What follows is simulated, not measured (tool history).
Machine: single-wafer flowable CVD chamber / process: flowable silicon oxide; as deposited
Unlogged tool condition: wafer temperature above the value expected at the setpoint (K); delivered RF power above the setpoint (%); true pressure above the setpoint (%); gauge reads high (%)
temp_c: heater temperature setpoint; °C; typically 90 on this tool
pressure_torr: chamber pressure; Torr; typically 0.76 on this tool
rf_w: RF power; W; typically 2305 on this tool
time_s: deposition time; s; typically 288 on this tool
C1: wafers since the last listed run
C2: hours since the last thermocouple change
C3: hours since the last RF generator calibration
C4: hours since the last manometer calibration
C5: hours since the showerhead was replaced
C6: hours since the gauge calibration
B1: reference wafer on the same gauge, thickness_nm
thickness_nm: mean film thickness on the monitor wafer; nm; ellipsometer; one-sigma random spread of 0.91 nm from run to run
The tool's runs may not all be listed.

{"run": 1, "hour": 0.0, "temp_c": 90, "pressure_torr": 0.76, "rf_w": 2305, "time_s": 315, "C1": 0, "C2": 2346.3, "C3": 1618.4, "C4": 1756.4, "C5": 6857.7, "C6": 1445, "B1": 280.69, "thickness_nm": 281.008}
{"hour": 4.3, "done": "gauge calibrated"}
{"run": 2, "hour": 21.8, "temp_c": 90, "pressure_torr": 0.76, "rf_w": 2305, "time_s": 288, "C1": 101, "C2": 2368.1, "C3": 1640.2, "C4": 1778.2, "C5": 6879.5, "C6": 17.5, "B1": 280.505, "thickness_nm": 256.912}
{"run": 3, "hour": 46.7, "temp_c": 90, "pressure_torr": 0.76, "rf_w": 2005, "time_s": 264, "C1": 116, "C2": 2393, "C3": 1665.1, "C4": 1803.1, "C5": 6904.4, "C6": 42.4, "B1": 281.041, "thickness_nm": 233.739}
{"run": 4, "hour": 68.4, "temp_c": 90, "pressure_torr": 0.76, "rf_w": 2050, "time_s": 288, "C1": 101, "C2": 2414.7, "C3": 1686.8, "C4": 1824.8, "C5": 6926.1, "C6": 64.1, "B1": 280.959, "thickness_nm": 256.371}
{"hour": 88.1, "done": "thermocouple changed; heater temperature recalibrated"}
{"run": 5, "hour": 90.6, "temp_c": 90, "pressure_torr": 0.76, "rf_w": 2050, "time_s": 288, "C1": 66, "C2": 2.5, "C3": 1709, "C4": 1847, "C5": 6948.3, "C6": 86.3, "B1": 281.206, "thickness_nm": 234.322}
{"run": 6, "hour": 110.0, "temp_c": 90, "pressure_torr": 0.865, "rf_w": 2305, "time_s": 288, "C1": 90, "C2": 21.9, "C3": 1728.4, "C4": 1866.4, "C5": 6967.7, "C6": 105.7, "B1": 280.988, "thickness_nm": 272.759}
{"run": 7, "hour": 181.4, "temp_c": 104, "pressure_torr": 0.833, "rf_w": 2305, "time_s": 288, "C1": 332, "C2": 93.3, "C3": 1799.8, "C4": 1937.8, "C5": 7039.1, "C6": 177.1, "B1": 281.059, "thickness_nm": 152.528}
{"hour": 211.0, "done": "RF generator calibrated"}
{"run": 8, "hour": 211.5, "temp_c": 90, "pressure_torr": 0.685, "rf_w": 2305, "time_s": 288, "C1": 102, "C2": 123.4, "C3": 0.5, "C4": 1967.9, "C5": 7069.2, "C6": 207.2, "B1": 280.818, "thickness_nm": 215.633}
{"run": 9, "hour": 226.7, "temp_c": 90, "pressure_torr": 0.76, "rf_w": 2075, "time_s": 288, "C1": 70, "C2": 138.6, "C3": 15.7, "C4": 1983.1, "C5": 7084.4, "C6": 222.4, "B1": 281.451, "thickness_nm": 236.531}
{"run": 10, "hour": 256.2, "temp_c": 90, "pressure_torr": 0.834, "rf_w": 2305, "time_s": 251, "C1": 137, "C2": 168.1, "C3": 45.2, "C4": 2012.6, "C5": 7113.9, "C6": 251.9, "B1": 280.784, "thickness_nm": 229.983}
{"run": 11, "hour": 290.5, "temp_c": 82, "pressure_torr": 0.837, "rf_w": 2125, "time_s": 250, "C1": 159, "C2": 202.4, "C3": 79.5, "C4": 2046.9, "C5": 7148.2, "C6": 286.2, "B1": 280.62, "thickness_nm": 299.462}
{"hour": 301.0, "done": "showerhead replaced"}
{"run": 12, "hour": 310.5, "temp_c": 90, "pressure_torr": 0.76, "rf_w": 2305, "time_s": 288, "C1": 55, "C2": 222.4, "C3": 99.5, "C4": 2066.9, "C5": 9.5, "C6": 306.2, "B1": 281.211, "thickness_nm": 238.819}
{"run": 13, "hour": 329.0, "temp_c": 82, "pressure_torr": 0.837, "rf_w": 2125, "time_s": 250, "C1": 86, "C2": 240.9, "C3": 118, "C4": 2085.4, "C5": 28, "C6": 324.7, "B1": 280.55, "thickness_nm": 301.115}
{"run": 14, "hour": 351.1, "temp_c": 90, "pressure_torr": 0.76, "rf_w": 2305, "time_s": 288, "C1": 102, "C2": 263, "C3": 140.1, "C4": 2107.5, "C5": 50.1, "C6": 346.8, "B1": 281.277, "thickness_nm": 240.416}
{"run": 15, "hour": 379.2, "temp_c": 90, "pressure_torr": 0.76, "rf_w": 2455, "time_s": 288, "C1": 130, "C2": 291.1, "C3": 168.2, "C4": 2135.6, "C5": 78.2, "C6": 374.9, "B1": 281.101, "thickness_nm": 241.636}
{"run": 16, "hour": 406.3, "temp_c": 90, "pressure_torr": 0.76, "rf_w": 2305, "time_s": 341, "C1": 126, "C2": 318.2, "C3": 195.3, "C4": 2162.7, "C5": 105.3, "C6": 402, "B1": 281.375, "thickness_nm": 284.575}
{"hour": 435.5, "done": "capacitance manometer re-zeroed and calibrated"}
{"run": 17, "hour": 436.0, "temp_c": 77, "pressure_torr": 0.76, "rf_w": 2305, "time_s": 288, "C1": 101, "C2": 347.9, "C3": 225, "C4": 0.5, "C5": 135, "C6": 431.7, "B1": 280.83, "thickness_nm": 367.681}
{"run": 18, "hour": 448.1, "temp_c": 86, "pressure_torr": 0.76, "rf_w": 2305, "time_s": 305, "C1": 56, "C2": 360, "C3": 237.1, "C4": 12.6, "C5": 147.1, "C6": 443.8, "B1": 281.347, "thickness_nm": 290.209}
{"run": 19, "hour": 466.3, "temp_c": 102, "pressure_torr": 0.76, "rf_w": 2305, "time_s": 313, "C1": 84, "C2": 378.2, "C3": 255.3, "C4": 30.8, "C5": 165.3, "C6": 462, "B1": 280.637, "thickness_nm": 166.36}
{"run": 20, "hour": 500.7, "temp_c": 90, "pressure_torr": 0.76, "rf_w": 2305, "time_s": 288, "C1": 160, "C2": 412.6, "C3": 289.7, "C4": 65.2, "C5": 199.7, "C6": 496.4, "B1": 281.046, "thickness_nm": 242.627}
{"run": 21, "hour": 580.4, "temp_c": 85, "pressure_torr": 0.76, "rf_w": 2305, "time_s": 288, "C1": 371, "C2": 492.3, "C3": 369.4, "C4": 144.9, "C5": 279.4, "C6": 576.1, "B1": 280.684, "thickness_nm": 286.578}
{"run": 22, "hour": 613.1, "temp_c": 90, "pressure_torr": 0.76, "rf_w": 2305, "time_s": 288, "C1": 152, "C2": 525, "C3": 402.1, "C4": 177.6, "C5": 312.1, "C6": 608.8, "B1": 281.195, "thickness_nm": 241.84}
{"run": 23, "hour": 635.7, "temp_c": 90, "pressure_torr": 0.76, "rf_w": 2305, "time_s": 288, "C1": 105, "C2": 547.6, "C3": 424.7, "C4": 200.2, "C5": 334.7, "C6": 631.4, "B1": 280.71, "thickness_nm": 242.752}
{"run": 24, "hour": 655.2, "temp_c": 94, "pressure_torr": 0.76, "rf_w": 2305, "time_s": 288, "C1": 90, "C2": 567.1, "C3": 444.2, "C4": 219.7, "C5": 354.2, "C6": 650.9, "B1": 280.899, "thickness_nm": 208.903}
{"run": 25, "hour": 685.3, "temp_c": 90, "pressure_torr": 0.76, "rf_w": 2715, "time_s": 288, "C1": 140, "C2": 597.2, "C3": 474.3, "C4": 249.8, "C5": 384.3, "C6": 681, "B1": 280.899, "thickness_nm": 247.815}
{"run": 26, "hour": 712.2, "temp_c": 90, "pressure_torr": 0.76, "rf_w": 2305, "time_s": 288, "C1": 125, "C2": 624.1, "C3": 501.2, "C4": 276.7, "C5": 411.2, "C6": 707.9, "B1": 281.141, "thickness_nm": 243.853}
{"run": 27, "hour": 733.2, "temp_c": 90, "pressure_torr": 0.871, "rf_w": 1900, "time_s": 288, "C1": 97, "C2": 645.1, "C3": 522.2, "C4": 297.7, "C5": 432.2, "C6": 728.9, "B1": 281.111, "thickness_nm": 273.649}
{"run": 28, "hour": 753.0, "temp_c": 90, "pressure_torr": 0.76, "rf_w": 2305, "time_s": 288, "C1": 92, "C2": 664.9, "C3": 542, "C4": 317.5, "C5": 452, "C6": 748.7, "B1": 280.719, "thickness_nm": 243.356}

4 ways to go on from here, each from the tool as it stands after run 28. What would each give?
{"run": "A", "hour": 753.5, "temp_c": 90, "pressure_torr": 0.76, "rf_w": 2305, "time_s": 288, "C1": 2, "C2": 665.4, "C3": 542.5, "C4": 318, "C5": 452.5, "C6": 749.2, "B1": "?", "thickness_nm": "?"}
{"run": "B", "hour": 753.5, "temp_c": 104, "pressure_torr": 0.653, "rf_w": 2305, "time_s": 288, "C1": 2, "C2": 665.4, "C3": 542.5, "C4": 318, "C5": 452.5, "C6": 749.2, "B1": "?", "thickness_nm": "?"}
{"run": "C", "hour": 753.5, "temp_c": 90, "pressure_torr": 0.571, "rf_w": 2305, "time_s": 288, "C1": 2, "C2": 665.4, "C3": 542.5, "C4": 318, "C5": 452.5, "C6": 749.2, "B1": "?", "thickness_nm": "?"}
{"run": "D", "hour": 753.5, "temp_c": 90, "pressure_torr": 0.635, "rf_w": 2305, "time_s": 288, "C1": 2, "C2": 665.4, "C3": 542.5, "C4": 318, "C5": 452.5, "C6": 749.2, "B1": "?", "thickness_nm": "?"}

run=A B1=280.85 thickness_nm=243.599
run=B B1=280.85 thickness_nm=123.368
run=C B1=280.85 thickness_nm=183.554
run=D B1=280.85 thickness_nm=203.532
The same runs, with their run-to-run variation unchanged, on a tool lacking any hidden condition would have given:
run=A thickness_nm=236.801
run=B thickness_nm=119.456
run=C thickness_nm=178.431
run=D thickness_nm=197.852
